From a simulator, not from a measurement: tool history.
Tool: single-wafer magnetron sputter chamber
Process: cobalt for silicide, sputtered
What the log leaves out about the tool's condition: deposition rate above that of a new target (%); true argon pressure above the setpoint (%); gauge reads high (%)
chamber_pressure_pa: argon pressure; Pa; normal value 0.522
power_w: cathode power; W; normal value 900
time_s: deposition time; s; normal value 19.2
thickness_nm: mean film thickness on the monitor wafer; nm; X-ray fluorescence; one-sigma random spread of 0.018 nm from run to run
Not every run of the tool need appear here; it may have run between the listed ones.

run    hour  chamber_pressure_pa  power_w  time_s  wafers since the last listed run  wafers on the sputter target  hours since the last manometer calibration  hours since the magnet pack was replaced  hours since the gauge calibration  read-back reference wafer on the same gauge, thickness_nm  thickness_nm
  1     0.0                0.522      900    19.2                                 0                          4736                                      1885.3                                    9145.8                              611.6                                                      8.962         7.969
  2    44.8                0.522      900    19.2                               900                          5637                                      1930.1                                    9190.6                              656.4                                                      8.974         8.011
       94.8  -- gauge calibrated
      142.7  -- sputter target and shields replaced
  3   143.2                0.522      900    19.2                              1816                             9                                      2028.5                                    9289.0                               48.4                                                      8.962         8.001
  4   202.8                0.522      900    19.2                              1197                          1207                                      2088.1                                    9348.6                              108.0                                                      8.946         7.991
  5   273.8                0.522      900    19.2                              1426                          2633                                      2159.1                                    9419.6                              179.0                                                      8.954         7.964
  6   365.7                0.522      900    18.1                              1846                          4480                                      2251.0                                    9511.5                              270.9                                                      8.960         7.557
  7   428.2                0.522      900    19.2                              1255                          5736                                      2313.5                                    9574.0                              333.4                                                      8.959         8.009
  8   491.0                0.522      900    19.2                              1261                          6997                                      2376.3                                    9636.8                              396.2                                                      8.951         8.020
      524.6  -- sputter target and shields replaced
      530.6  -- capacitance manometer re-zeroed and calibrated
      531.5  -- magnet pack replaced
  9   586.7                0.522      900    19.2                              1623                          1109                                        56.1                                      55.2                              491.9                                                      8.955         7.802
 10   638.3                0.522     1050    19.2                              1036                          2146                                       107.7                                     106.8                              543.5                                                      8.960         8.623
 11   703.9                0.680      950    22.7                              1318                          3464                                       173.3                                     172.4                              609.1                                                      8.962         9.206
      736.3  -- gauge calibrated
 12   781.1                0.457      800    22.9                              1551                          5015                                       250.5                                     249.6                               44.8                                                      8.957         8.965
 13   842.7                0.522      900    19.2                              1237                          6253                                       312.1                                     311.2                              106.4                                                      8.963         7.863
      870.9  -- sputter target and shields replaced
 14  1046.7                0.369     1000    16.4                              3938                          3533                                       516.1                                     515.2                              310.4                                                      8.955         7.457
 15  1129.5                0.370      800    17.9                              1663                          5197                                       598.9                                     598.0                              393.2                                                      8.960         7.195
 16  1175.8                0.575     1050    21.2                               930                          6127                                       645.2                                     644.3                              439.5                                                      8.972         9.426
 17  1266.2                0.522      900    18.2                              1816                          7943                                       735.6                                     734.7                              529.9                                                      8.968         7.533
     1286.4  -- sputter target and shields replaced
 18  1338.8                0.522      900    19.2                              1298                          1053                                       808.2                                     807.3                              602.5                                                      8.958         7.948

Hidden state at the last listed run before each entry between runs and at the first one after, where it differs:
Runs 2 to 3: gauge calibrated (hour 94.8); sputter target and shields replaced (hour 142.7)
  true argon pressure above the setpoint (%): -14 -> -14.2
  the result without the hidden state subtracted from the measured one, thickness_nm: +0.162 -> +0.163 nm
Runs 8 to 9: sputter target and shields replaced (hour 524.6); capacitance manometer re-zeroed and calibrated (hour 530.6); magnet pack replaced (hour 531.5)
  true argon pressure above the setpoint (%): -14.8 -> -0.0305
  the result without the hidden state subtracted from the measured one, thickness_nm: +0.171 -> +0.000 nm
Runs 11 to 12: gauge calibrated (hour 736.3)
  true argon pressure above the setpoint (%): -1.81 -> -2.87
  the result without the hidden state subtracted from the measured one, thickness_nm: +0.030 -> +0.033 nm
Runs 13 to 14: sputter target and shields replaced (hour 870.9)
  true argon pressure above the setpoint (%): -3.65 -> -5.89
  the result without the hidden state subtracted from the measured one, thickness_nm: +0.042 -> +0.047 nm
Runs 17 to 18: sputter target and shields replaced (hour 1286.4)
  true argon pressure above the setpoint (%): -7.8 -> -8.34
  the result without the hidden state subtracted from the measured one, thickness_nm: +0.085 -> +0.096 nm
